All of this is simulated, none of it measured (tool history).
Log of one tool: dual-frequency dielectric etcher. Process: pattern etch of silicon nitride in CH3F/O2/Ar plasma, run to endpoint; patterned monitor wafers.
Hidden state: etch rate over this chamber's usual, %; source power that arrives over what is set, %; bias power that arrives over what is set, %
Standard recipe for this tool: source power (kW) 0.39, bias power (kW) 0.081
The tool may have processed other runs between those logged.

| run | day | source power (kW) | bias power (kW) | wafers since the last listed run | hours since the last wet clean | hours since the last source power generator calibration | hours since the last bias power generator calibration | hours since the last upper electrode change | incoming incoming film thickness, nm | endpoint time (s) |
|---|---|---|---|---|---|---|---|---|---|---|
| 1 | 0 | 0.39 | 0.081 | 0 | 8.8 | 2931.4 | 4671.4 | 4944.8 | 48.48 | 70.6 |
| 2 | 0.642 | 0.39 | 0.081 | 182 | 24.2 | 2946.8 | 4686.8 | 4960.2 | 48.5 | 70.5 |
| 3 | 0.896 | 0.39 | 0.081 | 72 | 30.3 | 2952.9 | 4692.9 | 4966.3 | 48.44 | 69.8 |
| 4 | 1.575 | 0.39 | 0.081 | 193 | 46.6 | 2969.2 | 4709.2 | 4982.6 | 48.49 | 70.3 |
| 5 | 2.267 | 0.39 | 0.081 | 196 | 63.2 | 2985.8 | 4725.8 | 4999.2 | 48.87 | 70.6 |
| 6 | 2.642 | 0.39 | 0.09 | 106 | 72.2 | 2994.8 | 4734.8 | 5008.2 | 48.23 | 68 |
| 7 | 4.217 | 0.39 | 0.081 | 447 | 110 | 3032.6 | 4772.6 | 5046 | 48.19 | 69.1 |
| 8 | 4.767 | 0.39 | 0.081 | 156 | 123.2 | 3045.8 | 4785.8 | 5059.2 | 48.35 | 70.1 |
| 9 | 5.433 | 0.39 | 0.081 | 189 | 139.2 | 3061.8 | 4801.8 | 5075.2 | 48.18 | 68.9 |
| 10 | 5.979 | 0.39 | 0.081 | 155 | 152.3 | 3074.9 | 4814.9 | 5088.3 | 48.43 | 69.7 |
| 11 | 7.479 | 0.39 | 0.081 | 426 | 188.3 | 3110.9 | 4850.9 | 5124.3 | 47.81 | 68.3 |
| 12 | 7.904 | 0.39 | 0.081 | 120 | 198.5 | 3121.1 | 4861.1 | 5134.5 | 48.7 | 70.3 |
| 13 | 8.233 | 0.39 | 0.069 | 93 | 206.4 | 3129 | 4869 | 5142.4 | 48.66 | 72 |
|  | 8.462 | bias power generator calibrated |
| 14 | 8.583 | 0.39 | 0.069 | 52 | 214.8 | 3137.4 | 2.9 | 5150.8 | 49.03 | 72.8 |
| 15 | 9.271 | 0.39 | 0.069 | 195 | 231.3 | 3153.9 | 19.4 | 5167.3 | 47.98 | 70.8 |
| 16 | 9.762 | 0.39 | 0.081 | 139 | 243.1 | 3165.7 | 31.2 | 5179.1 | 48.46 | 68.9 |
| 17 | 10.467 | 0.39 | 0.081 | 200 | 260 | 3182.6 | 48.1 | 5196 | 48.49 | 68.9 |
| 18 | 10.917 | 0.39 | 0.081 | 127 | 270.8 | 3193.4 | 58.9 | 5206.8 | 47.93 | 67.3 |
| 19 | 11.308 | 0.48 | 0.07 | 111 | 280.2 | 3202.8 | 68.3 | 5216.2 | 48.46 | 64.5 |
|  | 11.958 | source power generator calibrated |
| 20 | 12.346 | 0.39 | 0.093 | 247 | 305.1 | 9.3 | 93.2 | 5241.1 | 48.22 | 65.7 |
| 21 | 13.071 | 0.42 | 0.101 | 206 | 322.5 | 26.7 | 110.6 | 5258.5 | 47.96 | 60.4 |
| 22 | 13.7 | 0.39 | 0.081 | 178 | 337.6 | 41.8 | 125.7 | 5273.6 | 48.37 | 67.7 |
| 23 | 14.112 | 0.39 | 0.081 | 117 | 347.5 | 51.7 | 135.6 | 5283.5 | 48.86 | 68.9 |
|  | 15.15 | wet clean of the chamber |
| 24 | 15.171 | 0.3 | 0.081 | 16 | 0.5 | 77.1 | 161 | 5308.9 | 48.2 | 80.6 |
| 25 | 15.233 | 0.32 | 0.081 | 17 | 2 | 78.6 | 162.5 | 5310.4 | 47.94 | 78 |
| 26 | 15.875 | 0.39 | 0.081 | 182 | 17.4 | 94 | 177.9 | 5325.8 | 48.32 | 70.6 |
|  | 18.288 | upper electrode replaced |
| 27 | 18.308 | 0.39 | 0.088 | 407 | 75.8 | 152.4 | 236.3 | 0.5 | 48.52 | 68.2 |
| 28 | 19.925 | 0.39 | 0.067 | 459 | 114.6 | 191.2 | 275.1 | 39.3 | 48.52 | 73.9 |
| 29 | 20.388 | 0.39 | 0.068 | 131 | 125.7 | 202.3 | 286.2 | 50.4 | 48.15 | 72.4 |
| 30 | 20.908 | 0.29 | 0.088 | 148 | 138.2 | 214.8 | 298.7 | 62.9 | 48.41 | 79.4 |
| 31 | 21.358 | 0.29 | 0.096 | 127 | 149 | 225.6 | 309.5 | 73.7 | 48.66 | 77.9 |
| 32 | 22.083 | 0.39 | 0.068 | 206 | 166.4 | 243 | 326.9 | 91.1 | 48.74 | 72.8 |
| 33 | 22.488 | 0.31 | 0.086 | 114 | 176.1 | 252.7 | 336.6 | 100.8 | 48.04 | 75.7 |
| 34 | 22.904 | 0.39 | 0.093 | 118 | 186.1 | 262.7 | 346.6 | 110.8 | 48.85 | 66.6 |

Here are 5 independent what-if runs from the current tool condition. What would each one return?
| A | 22.921 | 0.33 | 0.081 | 4 | 186.5 | 263.1 | 347 | 111.2 | 47.89 | ? |
| B | 22.921 | 0.35 | 0.075 | 4 | 186.5 | 263.1 | 347 | 111.2 | 47.89 | ? |
| C | 22.921 | 0.42 | 0.081 | 4 | 186.5 | 263.1 | 347 | 111.2 | 47.89 | ? |
| D | 22.921 | 0.32 | 0.089 | 4 | 186.5 | 263.1 | 347 | 111.2 | 47.89 | ? |
| E | 22.921 | 0.31 | 0.081 | 4 | 186.5 | 263.1 | 347 | 111.2 | 47.89 | ? |

| run | endpoint time (s) |
|---|---|
| A | 74.9 |
| B | 74.2 |
| C | 66.1 |
| D | 74 |
| E | 77.5 |
Had the tool no hidden state, the same runs would have come out as:
| run | endpoint time (s) |
|---|---|
| A | 76.6 |
| B | 75.9 |
| C | 67.6 |
| D | 75.7 |
| E | 79.2 |
